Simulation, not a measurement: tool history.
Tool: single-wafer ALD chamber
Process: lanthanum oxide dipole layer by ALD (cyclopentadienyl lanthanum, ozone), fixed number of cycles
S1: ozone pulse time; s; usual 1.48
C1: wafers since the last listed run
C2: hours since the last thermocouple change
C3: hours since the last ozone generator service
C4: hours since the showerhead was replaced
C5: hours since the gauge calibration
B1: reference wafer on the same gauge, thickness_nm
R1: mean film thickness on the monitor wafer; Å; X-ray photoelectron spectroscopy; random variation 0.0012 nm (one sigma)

run,day,S1,C1,C2,C3,C4,C5,B1,R1
1,0,1.48,0,2042.8,130.5,5413.8,841.1,0.469,4.86
2,2.708,1.48,987,2107.8,195.5,5478.8,906.1,0.469,4.86
3,4.679,1.48,718,2155.1,242.8,5526.1,953.4,0.469,4.86
4,6.912,1.48,814,2208.7,296.4,5579.7,1007,0.469,4.84
5,8.679,1.48,644,2251.1,338.8,5622.1,1049.4,0.469,4.85
6,14.45,1.21,2104,2389.6,477.3,5760.6,1187.9,0.469,4.48
7,16.142,1.21,616,2430.2,517.9,5801.2,1228.5,0.469,4.49
8,17.15,1.87,367,2454.4,542.1,5825.4,1252.7,0.469,5.02
9,18.667,1.02,552,2490.8,578.5,5861.8,1289.1,0.469,4.02
10,21.371,1.02,985,2555.7,643.4,5926.7,1354,0.469,4.01
# day 22.283: gauge calibrated
11,22.446,1.48,391,2581.5,669.2,5952.5,3.9,0.469,4.82
12,27.054,1.48,1680,2692.1,779.8,6063.1,114.5,0.469,4.79
13,29.575,1.48,919,2752.6,840.3,6123.6,175,0.469,4.79
14,31.004,1.48,521,2786.9,874.6,6157.9,209.3,0.469,4.81
15,32.396,1.48,507,2820.3,908,6191.3,242.7,0.469,4.79
16,35.038,1.65,963,2883.7,971.4,6254.7,306.1,0.469,4.92
17,36.1,1.92,387,2909.2,996.9,6280.2,331.6,0.469,5.01
18,38.292,1.48,799,2961.8,1049.5,6332.8,384.2,0.469,4.76
19,39.742,2,528,2996.6,1084.3,6367.6,419,0.469,5.01
# day 40.108: ozone generator serviced
20,41.054,1.03,356,3028.1,22.7,6399.1,450.5,0.468,4.1
# day 42.342: thermocouple changed; heater temperature recalibrated
21,43.271,1.22,686,22.3,75.9,6452.3,503.7,0.47,4.55
# day 44.671: showerhead replaced
22,45.788,0.96,796,82.7,136.3,26.8,564.1,0.469,3.86
23,48.354,0.92,935,144.3,197.9,88.4,625.7,0.469,3.7
24,50.85,2,909,204.2,257.8,148.3,685.6,0.47,5.06
25,52.3,1.48,528,239,292.6,183.1,720.4,0.469,4.85
26,55.283,2.03,1087,310.6,364.2,254.7,792,0.469,5.07
27,56.925,1.92,598,350,403.6,294.1,831.4,0.469,5.05
28,59.458,1.48,923,410.8,464.4,354.9,892.2,0.468,4.83
29,61.904,1.13,891,469.5,523.1,413.6,950.9,0.469,4.32
30,63.683,2.04,648,512.2,565.8,456.3,993.6,0.469,5.08
31,66.646,1.26,1080,583.3,636.9,527.4,1064.7,0.469,4.57
32,68.079,1.05,522,617.7,671.3,561.8,1099.1,0.469,4.07
33,70.667,1.27,943,679.8,733.4,623.9,1161.2,0.469,4.55
34,72.721,1.04,748,729.1,782.7,673.2,1210.5,0.469,4.04

Hidden state at the last listed run before each entry between runs and at the first one after, where it differs:
Between runs 10 and 11: gauge calibrated (day 22.283)
  ozone dose above that of a generator just serviced (%): -2.95 -> -3.17
  measured less the result without the state, R1: -0.08 -> -0.04 Å
Between runs 19 and 20: ozone generator serviced (day 40.108)
  ozone dose above that of a generator just serviced (%): -7.97 -> -0.507
  measured less the result without the state, R1: -0.04 -> -0.01 Å
Between runs 20 and 21: thermocouple changed; heater temperature recalibrated (day 42.342)
  ozone dose above that of a generator just serviced (%): -0.507 -> -0.542
  measured less the result without the state, R1: -0.01 -> -0.01 Å
Between runs 21 and 22: showerhead replaced (day 44.671)
  ozone dose above that of a generator just serviced (%): -0.542 -> -0.626
  measured less the result without the state, R1: -0.01 -> -0.02 Å

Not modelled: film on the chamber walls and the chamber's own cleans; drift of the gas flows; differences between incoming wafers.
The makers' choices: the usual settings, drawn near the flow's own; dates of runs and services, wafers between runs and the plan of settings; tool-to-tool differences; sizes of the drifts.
